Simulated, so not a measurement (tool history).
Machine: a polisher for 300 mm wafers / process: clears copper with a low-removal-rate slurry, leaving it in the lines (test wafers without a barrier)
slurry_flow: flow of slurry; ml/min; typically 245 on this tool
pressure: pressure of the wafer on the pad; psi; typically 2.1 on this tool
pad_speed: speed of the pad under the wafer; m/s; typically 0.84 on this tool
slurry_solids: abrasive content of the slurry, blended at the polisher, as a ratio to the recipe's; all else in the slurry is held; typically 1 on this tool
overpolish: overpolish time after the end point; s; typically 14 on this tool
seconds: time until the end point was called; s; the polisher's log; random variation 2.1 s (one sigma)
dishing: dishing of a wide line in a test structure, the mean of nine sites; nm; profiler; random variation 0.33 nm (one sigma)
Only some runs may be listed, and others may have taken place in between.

run	hour	slurry_flow	pressure	pad_speed	slurry_solids	overpolish	wafers since the last listed run	wafers polished on this pad	hours since the slurry nozzle was cleaned	hours since the head pressure was calibrated	hours since the slurry blender was calibrated	incoming thickness of the incoming film, nm	seconds	dishing
1	0	245	2.1	0.84	1	14	0	489	339.3	289.8	91.5	248.6	166.8	15.3
2	11.5	245	2.1	0.84	1	14	107	597	350.8	301.3	103	246.4	162.5	14.9
3	22.1	245	2.1	0.84	1	14	99	697	361.4	311.9	113.6	254.1	169	14.7
4	28.9	245	2.4	0.84	1	14	63	761	368.2	318.7	120.4	255.1	146.4	16.5
# hour 44.2: worn pad replaced by a new one
5	44.7	245	2.4	0.84	1	14	110	4	384	334.5	136.2	251.5	147.2	17.1
6	52	245	2.4	0.84	1	14	68	72	391.3	341.8	143.5	251.9	149.9	15.9
7	58.4	245	2.6	1	1	14	60	133	397.7	348.2	149.9	249.5	112.9	20.6
8	75.4	245	2.1	0.84	1	14	159	292	414.7	365.2	166.9	244.9	167.2	15.1
# hour 87.5: head pressure recalibrated
9	88	325	2.6	0.84	1	18	99	392	427.3	0.5	179.5	248.5	132.3	22.5
10	103.2	245	2.1	0.74	1	6	142	535	442.5	15.7	194.7	252.2	190.5	6.2
11	119.2	245	2.1	0.84	1	14	150	685	458.5	31.7	210.7	251.6	170.8	14.8
12	133.4	245	2.1	0.84	1	14	133	818	472.7	45.9	224.9	249.2	166.9	15.3
13	147.9	280	2.1	0.98	1	21	136	954	487.2	60.4	239.4	250.6	141.2	24
# hour 155.3: worn pad replaced by a new one
14	156.6	185	2.1	0.66	1	14	44	12	495.9	69.1	248.1	252.1	218.5	11.6
15	164.7	245	2.4	1.08	1.2	11	76	88	504	77.2	256.2	252.7	112.5	17.6
16	179.9	180	2.1	1.02	1	17	142	231	519.2	92.4	271.4	251.8	145.9	19.3
17	187.9	265	2.6	0.94	1	14	75	306	527.2	100.4	279.4	249.4	119.5	19.3
# hour 191.2: slurry nozzle cleaned
18	203	245	2.1	0.84	1.2	14	132	438	11.8	115.5	294.5	251	167.2	15.1
19	247.8	245	2.1	0.84	1	14	420	859	56.6	160.3	339.3	248.2	169	14.4
# hour 251.2: slurry blender recalibrated
# hour 256: worn pad replaced by a new one
20	264.8	245	2.1	0.84	1	14	103	82	73.6	177.3	13.6	249.8	175.5	13.9
21	279.7	245	2.1	0.92	1	14	139	222	88.5	192.2	28.5	253.7	160	15.4
22	291.8	245	2.1	0.84	1	14	113	336	100.6	204.3	40.6	249.1	175	14
# hour 303.1: slurry nozzle cleaned, repeated, since the last time left the tool worse
23	304.1	280	2.1	0.98	1	21	106	442	1	216.6	52.9	247.7	138.7	23.6
24	320.3	245	2.1	0.58	1	14	152	594	17.2	232.8	69.1	246.8	235.6	11
25	335.6	245	2.1	0.84	1.25	17	143	738	32.5	248.1	84.4	248.2	155.8	18.3
26	349.8	165	2.4	1.08	1	20	133	871	46.7	262.3	98.6	252	115.4	26.6
# hour 365.6: worn pad replaced by a new one
27	366.1	245	2.1	0.84	1	14	115	4	63	278.6	114.9	247.8	164.8	15.2
28	376.7	245	2.1	0.84	1	14	99	103	73.6	289.2	125.5	253.4	166.8	15.3

Consider 4 possible next runs. They are alternatives, not a sequence: every one starts from the tool as it was left by run 28. What does each give?
A	377.2	245	2.1	0.84	1	14	4	108	74.1	289.7	126	248.9	?	?
B	377.2	220	2.1	0.7	1	14	4	108	74.1	289.7	126	248.9	?	?
C	377.2	310	2.1	0.84	1.2	6	4	108	74.1	289.7	126	248.9	?	?
D	377.2	205	2.1	0.68	0.75	10	4	108	74.1	289.7	126	248.9	?	?

run	seconds	dishing
A	163.5	14.6
B	198.2	12.4
C	155	7.2
D	215.7	8.5
Had the tool no hidden state, the same runs would have come out as:
run	seconds	dishing
A	162.1	14.8
B	196.4	12.5
C	153.9	7.3
D	213.6	8.6
